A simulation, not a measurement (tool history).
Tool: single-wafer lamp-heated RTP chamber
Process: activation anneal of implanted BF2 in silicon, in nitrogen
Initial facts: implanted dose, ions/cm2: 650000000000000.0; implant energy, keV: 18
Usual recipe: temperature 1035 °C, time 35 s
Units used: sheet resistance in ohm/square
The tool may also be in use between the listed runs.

| run | hour | temperature | time | read-back reference wafer on the same gauge, sheet resistance | sheet resistance |
|---|---|---|---|---|---|
| 1 | 0.0 | 1035 | 35 | 189.69 | 204.26 |
|  | 40.7 | pyrometer window cleaned and pyrometer calibrated |
| 2 | 71.8 | 1035 | 35 | 189.96 | 205.85 |
| 3 | 126.1 | 1035 | 35 | 189.57 | 205.29 |
| 4 | 199.7 | 1045 | 35 | 190.53 | 199.77 |
| 5 | 302.9 | 1045 | 35 | 190.01 | 201.04 |
| 6 | 368.3 | 1045 | 35 | 189.95 | 202.06 |
|  | 451.6 | pyrometer window cleaned and pyrometer calibrated |
| 7 | 480.6 | 1035 | 35 | 190.25 | 205.86 |
| 8 | 717.4 | 1023 | 45 | 189.73 | 204.96 |
|  | 766.9 | reflector plate cleaned |
| 9 | 793.1 | 1045 | 35 | 189.75 | 200.20 |
|  | 822.3 | pyrometer window cleaned and pyrometer calibrated |
|  | 826.4 | gauge calibrated |
| 10 | 885.9 | 1023 | 52 | 189.99 | 200.37 |
| 11 | 975.8 | 1051 | 35 | 189.66 | 195.95 |
|  | 995.7 | reflector plate cleaned, repeated, since the last time left the tool worse |
| 12 | 1027.5 | 1035 | 35 | 190.12 | 206.38 |
| 13 | 1131.4 | 1009 | 26 | 190.68 | 226.49 |
|  | 1186.2 | pyrometer window cleaned and pyrometer calibrated |
| 14 | 1186.7 | 1061 | 21 | 190.47 | 201.47 |

Below are 4 alternative next runs, each starting from the tool's condition after run 14. Predict each:
| A | 1187.1 | 1035 | 35 | ? | ? |
| B | 1187.1 | 1035 | 23 | ? | ? |
| C | 1187.1 | 1046 | 18 | ? | ? |
| D | 1187.1 | 1035 | 18 | ? | ? |

| run | read-back reference wafer on the same gauge, sheet resistance | sheet resistance |
|---|---|---|
| A | 189.94 | 207.30 |
| B | 189.94 | 213.84 |
| C | 189.94 | 211.51 |
| D | 189.94 | 217.72 |
Had the tool no hidden state, the same runs would have come out as:
| run | sheet resistance |
|---|---|
| A | 207.96 |
| B | 214.62 |
| C | 212.23 |
| D | 218.57 |

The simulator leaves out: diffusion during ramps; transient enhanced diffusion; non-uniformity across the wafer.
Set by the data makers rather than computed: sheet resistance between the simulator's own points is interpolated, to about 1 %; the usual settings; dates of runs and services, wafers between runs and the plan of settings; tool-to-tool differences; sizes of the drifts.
